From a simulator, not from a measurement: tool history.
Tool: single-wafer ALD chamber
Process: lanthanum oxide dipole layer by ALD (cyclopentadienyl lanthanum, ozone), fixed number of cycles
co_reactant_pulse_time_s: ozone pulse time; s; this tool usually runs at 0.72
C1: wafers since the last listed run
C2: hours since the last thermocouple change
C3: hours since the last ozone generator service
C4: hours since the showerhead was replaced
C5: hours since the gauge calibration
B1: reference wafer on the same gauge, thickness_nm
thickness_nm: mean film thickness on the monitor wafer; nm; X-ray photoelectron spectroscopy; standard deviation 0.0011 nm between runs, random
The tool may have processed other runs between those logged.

{"run": 1, "hour": 0.0, "co_reactant_pulse_time_s": 0.87, "C1": 0, "C2": 858, "C3": 1206.8, "C4": 7743.5, "C5": 185, "B1": 0.433, "thickness_nm": 0.453}
{"run": 2, "hour": 67.1, "co_reactant_pulse_time_s": 0.89, "C1": 1027, "C2": 925.1, "C3": 1273.9, "C4": 7810.6, "C5": 252.1, "B1": 0.433, "thickness_nm": 0.453}
{"run": 3, "hour": 121.5, "co_reactant_pulse_time_s": 0.89, "C1": 832, "C2": 979.5, "C3": 1328.3, "C4": 7865, "C5": 306.5, "B1": 0.434, "thickness_nm": 0.453}
{"run": 4, "hour": 166.9, "co_reactant_pulse_time_s": 0.89, "C1": 695, "C2": 1024.9, "C3": 1373.7, "C4": 7910.4, "C5": 351.9, "B1": 0.433, "thickness_nm": 0.454}
{"run": 5, "hour": 197.8, "co_reactant_pulse_time_s": 0.65, "C1": 473, "C2": 1055.8, "C3": 1404.6, "C4": 7941.3, "C5": 382.8, "B1": 0.433, "thickness_nm": 0.391}
{"run": 6, "hour": 249.2, "co_reactant_pulse_time_s": 0.65, "C1": 787, "C2": 1107.2, "C3": 1456, "C4": 7992.7, "C5": 434.2, "B1": 0.433, "thickness_nm": 0.39}
{"run": 7, "hour": 303.0, "co_reactant_pulse_time_s": 0.65, "C1": 823, "C2": 1161, "C3": 1509.8, "C4": 8046.5, "C5": 488, "B1": 0.433, "thickness_nm": 0.39}
{"run": 8, "hour": 347.6, "co_reactant_pulse_time_s": 0.63, "C1": 682, "C2": 1205.6, "C3": 1554.4, "C4": 8091.1, "C5": 532.6, "B1": 0.433, "thickness_nm": 0.383}
{"run": 9, "hour": 403.8, "co_reactant_pulse_time_s": 0.63, "C1": 860, "C2": 1261.8, "C3": 1610.6, "C4": 8147.3, "C5": 588.8, "B1": 0.433, "thickness_nm": 0.383}
{"run": 10, "hour": 469.2, "co_reactant_pulse_time_s": 0.5, "C1": 1001, "C2": 1327.2, "C3": 1676, "C4": 8212.7, "C5": 654.2, "B1": 0.433, "thickness_nm": 0.331}
{"hour": 509.9, "done": "showerhead replaced"}
{"run": 11, "hour": 510.4, "co_reactant_pulse_time_s": 0.86, "C1": 508, "C2": 1368.4, "C3": 1717.2, "C4": 0.5, "C5": 695.4, "B1": 0.433, "thickness_nm": 0.445}
{"run": 12, "hour": 563.7, "co_reactant_pulse_time_s": 0.86, "C1": 816, "C2": 1421.7, "C3": 1770.5, "C4": 53.8, "C5": 748.7, "B1": 0.433, "thickness_nm": 0.447}
{"hour": 609.3, "done": "gauge calibrated"}
{"run": 13, "hour": 615.8, "co_reactant_pulse_time_s": 0.6, "C1": 797, "C2": 1473.8, "C3": 1822.6, "C4": 105.9, "C5": 6.5, "B1": 0.433, "thickness_nm": 0.372}
{"run": 14, "hour": 650.2, "co_reactant_pulse_time_s": 0.6, "C1": 526, "C2": 1508.2, "C3": 1857, "C4": 140.3, "C5": 40.9, "B1": 0.433, "thickness_nm": 0.37}
{"run": 15, "hour": 695.9, "co_reactant_pulse_time_s": 0.61, "C1": 699, "C2": 1553.9, "C3": 1902.7, "C4": 186, "C5": 86.6, "B1": 0.433, "thickness_nm": 0.375}
{"run": 16, "hour": 738.0, "co_reactant_pulse_time_s": 0.61, "C1": 644, "C2": 1596, "C3": 1944.8, "C4": 228.1, "C5": 128.7, "B1": 0.433, "thickness_nm": 0.376}
{"run": 17, "hour": 773.7, "co_reactant_pulse_time_s": 0.48, "C1": 546, "C2": 1631.7, "C3": 1980.5, "C4": 263.8, "C5": 164.4, "B1": 0.433, "thickness_nm": 0.32}
{"run": 18, "hour": 818.8, "co_reactant_pulse_time_s": 0.98, "C1": 690, "C2": 1676.8, "C3": 2025.6, "C4": 308.9, "C5": 209.5, "B1": 0.433, "thickness_nm": 0.468}
{"run": 19, "hour": 870.4, "co_reactant_pulse_time_s": 0.54, "C1": 790, "C2": 1728.4, "C3": 2077.2, "C4": 360.5, "C5": 261.1, "B1": 0.433, "thickness_nm": 0.345}
{"hour": 896.0, "done": "ozone generator serviced"}
{"run": 20, "hour": 896.5, "co_reactant_pulse_time_s": 0.56, "C1": 277, "C2": 1754.5, "C3": 0.5, "C4": 386.6, "C5": 287.2, "B1": 0.433, "thickness_nm": 0.365}
{"hour": 954.6, "done": "thermocouple changed; heater temperature recalibrated"}
{"run": 21, "hour": 955.1, "co_reactant_pulse_time_s": 0.91, "C1": 774, "C2": 0.5, "C3": 59.1, "C4": 445.2, "C5": 345.8, "B1": 0.433, "thickness_nm": 0.466}
{"run": 22, "hour": 1015.4, "co_reactant_pulse_time_s": 0.85, "C1": 923, "C2": 60.8, "C3": 119.4, "C4": 505.5, "C5": 406.1, "B1": 0.433, "thickness_nm": 0.455}
{"run": 23, "hour": 1042.1, "co_reactant_pulse_time_s": 0.72, "C1": 408, "C2": 87.5, "C3": 146.1, "C4": 532.2, "C5": 432.8, "B1": 0.433, "thickness_nm": 0.42}
{"run": 24, "hour": 1074.6, "co_reactant_pulse_time_s": 0.99, "C1": 497, "C2": 120, "C3": 178.6, "C4": 564.7, "C5": 465.3, "B1": 0.433, "thickness_nm": 0.478}
{"run": 25, "hour": 1112.8, "co_reactant_pulse_time_s": 0.52, "C1": 584, "C2": 158.2, "C3": 216.8, "C4": 602.9, "C5": 503.5, "B1": 0.433, "thickness_nm": 0.349}
{"run": 26, "hour": 1137.1, "co_reactant_pulse_time_s": 0.46, "C1": 372, "C2": 182.5, "C3": 241.1, "C4": 627.2, "C5": 527.8, "B1": 0.433, "thickness_nm": 0.32}
{"run": 27, "hour": 1202.0, "co_reactant_pulse_time_s": 0.43, "C1": 993, "C2": 247.4, "C3": 306, "C4": 692.1, "C5": 592.7, "B1": 0.433, "thickness_nm": 0.306}
{"run": 28, "hour": 1247.7, "co_reactant_pulse_time_s": 0.97, "C1": 699, "C2": 293.1, "C3": 351.7, "C4": 737.8, "C5": 638.4, "B1": 0.433, "thickness_nm": 0.475}
{"run": 29, "hour": 1275.0, "co_reactant_pulse_time_s": 0.93, "C1": 418, "C2": 320.4, "C3": 379, "C4": 765.1, "C5": 665.7, "B1": 0.433, "thickness_nm": 0.468}
{"run": 30, "hour": 1343.3, "co_reactant_pulse_time_s": 0.46, "C1": 1045, "C2": 388.7, "C3": 447.3, "C4": 833.4, "C5": 734, "B1": 0.433, "thickness_nm": 0.319}
{"run": 31, "hour": 1378.1, "co_reactant_pulse_time_s": 1, "C1": 532, "C2": 423.5, "C3": 482.1, "C4": 868.2, "C5": 768.8, "B1": 0.433, "thickness_nm": 0.478}
{"run": 32, "hour": 1443.3, "co_reactant_pulse_time_s": 0.91, "C1": 998, "C2": 488.7, "C3": 547.3, "C4": 933.4, "C5": 834, "B1": 0.433, "thickness_nm": 0.465}
{"run": 33, "hour": 1501.9, "co_reactant_pulse_time_s": 0.72, "C1": 897, "C2": 547.3, "C3": 605.9, "C4": 992, "C5": 892.6, "B1": 0.433, "thickness_nm": 0.419}
{"hour": 1517.5, "done": "gauge calibrated"}
{"run": 34, "hour": 1536.1, "co_reactant_pulse_time_s": 0.51, "C1": 523, "C2": 581.5, "C3": 640.1, "C4": 1026.2, "C5": 18.6, "B1": 0.433, "thickness_nm": 0.342}

Selected run-to-run steps in thickness_nm, each split into two signed amounts: the part the tool would show with no hidden state at all (from settings, incoming material and random variation), and the remainder, which goes to the hidden state together with any gauge scatter not common to the measured and the hidden-state-free results:
The hidden state here: wafer temperature above the value expected at the setpoint (K); ozone dose above that of a generator just serviced (%); gauge reads high (%).
Run 17 -> 18: co_reactant_pulse_time_s 0.48 -> 0.98. thickness_nm +0.148 nm: hidden state +0.003, all else +0.145.
Run 18 -> 19: co_reactant_pulse_time_s 0.98 -> 0.54. thickness_nm -0.123 nm: hidden state -0.003, all else -0.12.
Run 19 -> 20: co_reactant_pulse_time_s 0.54 -> 0.56, ozone generator serviced. thickness_nm +0.02 nm: hidden state +0.012, all else +0.008.
Run 27 -> 28: co_reactant_pulse_time_s 0.43 -> 0.97. thickness_nm +0.169 nm: hidden state +0, all else +0.169.
Run 29 -> 30: co_reactant_pulse_time_s 0.93 -> 0.46. thickness_nm -0.149 nm: hidden state -0.001, all else -0.148.
Run 30 -> 31: co_reactant_pulse_time_s 0.46 -> 1. thickness_nm +0.159 nm: hidden state +0.001, all else +0.158.

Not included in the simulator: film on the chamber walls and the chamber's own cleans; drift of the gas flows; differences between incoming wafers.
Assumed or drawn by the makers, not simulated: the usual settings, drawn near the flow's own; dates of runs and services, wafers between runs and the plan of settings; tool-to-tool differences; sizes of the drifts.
